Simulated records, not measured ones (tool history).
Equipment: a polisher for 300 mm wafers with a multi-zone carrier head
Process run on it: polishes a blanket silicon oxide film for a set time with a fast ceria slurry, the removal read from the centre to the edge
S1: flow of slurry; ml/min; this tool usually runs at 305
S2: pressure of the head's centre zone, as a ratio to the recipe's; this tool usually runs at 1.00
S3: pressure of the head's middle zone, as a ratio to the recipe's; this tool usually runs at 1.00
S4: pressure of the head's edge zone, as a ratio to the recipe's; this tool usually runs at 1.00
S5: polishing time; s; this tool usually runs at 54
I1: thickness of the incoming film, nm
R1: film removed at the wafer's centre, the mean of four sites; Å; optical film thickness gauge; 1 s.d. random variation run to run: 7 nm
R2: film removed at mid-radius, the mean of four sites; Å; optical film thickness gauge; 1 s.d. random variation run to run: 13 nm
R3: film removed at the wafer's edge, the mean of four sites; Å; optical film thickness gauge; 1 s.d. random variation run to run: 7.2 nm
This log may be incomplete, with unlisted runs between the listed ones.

run 1 hour=0.0 | S1=220 S2=1.00 S3=1.00 S4=1.00 S5=54 | I1=3717.3 | R1=8577 R2=8939 R3=8979
-- hour=49.1 worn pad replaced by a new one
run 2 hour=54.1 | S1=305 S2=1.00 S3=1.00 S4=1.00 S5=54 | I1=3805.1 | R1=8861 R2=9317 R3=9331
run 3 hour=84.5 | S1=305 S2=1.00 S3=1.00 S4=1.00 S5=54 | I1=3765.8 | R1=8971 R2=9350 R3=9299
run 4 hour=131.6 | S1=305 S2=1.07 S3=1.00 S4=1.00 S5=54 | I1=3743.2 | R1=9463 R2=9324 R3=9208
-- hour=154.0 centre zone pressure recalibrated
run 5 hour=180.1 | S1=235 S2=1.00 S3=1.00 S4=1.00 S5=54 | I1=3729.4 | R1=9258 R2=8990 R3=9013
-- hour=187.3 carrier head's membrane replaced by a new one
-- hour=195.0 edge zone pressure recalibrated
run 6 hour=229.3 | S1=360 S2=0.90 S3=1.06 S4=1.00 S5=54 | I1=3684.0 | R1=8717 R2=10120 R3=9433
run 7 hour=295.9 | S1=265 S2=1.00 S3=0.95 S4=1.00 S5=59 | I1=3660.4 | R1=10141 R2=9757 R3=10214
-- hour=376.0 worn pad replaced by a new one
-- hour=422.1 slurry nozzle cleaned
run 8 hour=455.0 | S1=360 S2=1.04 S3=0.93 S4=1.00 S5=67 | I1=3762.6 | R1=12287 R2=11099 R3=11686
run 9 hour=482.8 | S1=305 S2=1.00 S3=1.07 S4=1.04 S5=54 | I1=3691.2 | R1=9184 R2=9672 R3=9465
run 10 hour=542.7 | S1=305 S2=1.00 S3=1.00 S4=1.00 S5=69 | I1=3733.4 | R1=11626 R2=11903 R3=11866
-- hour=550.8 edge zone pressure recalibrated
run 11 hour=603.2 | S1=350 S2=0.95 S3=1.00 S4=0.95 S5=40 | I1=3712.3 | R1=6509 R2=7147 R3=6799
run 12 hour=656.0 | S1=305 S2=1.00 S3=1.08 S4=1.00 S5=36 | I1=3688.2 | R1=5989 R2=6711 R3=6161
run 13 hour=704.0 | S1=305 S2=1.00 S3=1.00 S4=1.00 S5=54 | I1=3701.7 | R1=8901 R2=9653 R3=9189
run 14 hour=737.0 | S1=220 S2=1.00 S3=1.00 S4=1.00 S5=54 | I1=3678.9 | R1=8445 R2=8878 R3=8970
-- hour=749.7 worn pad replaced by a new one
-- hour=793.1 carrier head's membrane replaced by a new one
run 15 hour=793.6 | S1=305 S2=1.00 S3=1.05 S4=1.00 S5=54 | I1=3693.1 | R1=8760 R2=9720 R3=9183
run 16 hour=819.1 | S1=305 S2=1.00 S3=0.92 S4=1.04 S5=54 | I1=3687.4 | R1=8777 R2=8644 R3=9512
run 17 hour=888.6 | S1=215 S2=1.03 S3=1.04 S4=0.88 S5=54 | I1=3675.1 | R1=8583 R2=9112 R3=8445
-- hour=922.7 edge zone pressure recalibrated
run 18 hour=937.9 | S1=305 S2=1.00 S3=1.00 S4=0.93 S5=54 | I1=3763.5 | R1=8573 R2=9439 R3=9097
-- hour=941.8 centre zone pressure recalibrated
run 19 hour=997.1 | S1=305 S2=1.00 S3=1.00 S4=1.05 S5=54 | I1=3751.1 | R1=9456 R2=9268 R3=9402
run 20 hour=1026.5 | S1=210 S2=1.00 S3=1.00 S4=0.92 S5=54 | I1=3712.5 | R1=8989 R2=9079 R3=8606
-- hour=1066.1 slurry nozzle cleaned
-- hour=1133.7 worn pad replaced by a new one
run 21 hour=1155.2 | S1=305 S2=1.00 S3=1.00 S4=1.00 S5=54 | I1=3726.4 | R1=9270 R2=9244 R3=9268
run 22 hour=1180.4 | S1=305 S2=1.00 S3=1.00 S4=1.00 S5=54 | I1=3730.2 | R1=9255 R2=9311 R3=9210

Hidden state, per run?
removal rate lost through wear of the pad, %: 0 in every run
slurry flow missing at the pad, %: 0 in every run
deviation of the edge zone's pressure from its setpoint, %: 0 in every run
H1: deviation of the centre zone's pressure from its setpoint, %
run=1 H1=-6.65
run=2 H1=-7.35
run=3 H1=-7.74
run=4 H1=-8.34
run=5 H1=-0.496
run=6 H1=-1.13
run=7 H1=-1.98
run=8 H1=-4.03
run=9 H1=-4.38
run=10 H1=-5.15
run=11 H1=-5.93
run=12 H1=-6.61
run=13 H1=-7.22
run=14 H1=-7.65
run=15 H1=-8.37
run=16 H1=-8.7
run=17 H1=-9.59
run=18 H1=-10.2
run=19 H1=-0.793
run=20 H1=-1.17
run=21 H1=-2.82
run=22 H1=-3.15

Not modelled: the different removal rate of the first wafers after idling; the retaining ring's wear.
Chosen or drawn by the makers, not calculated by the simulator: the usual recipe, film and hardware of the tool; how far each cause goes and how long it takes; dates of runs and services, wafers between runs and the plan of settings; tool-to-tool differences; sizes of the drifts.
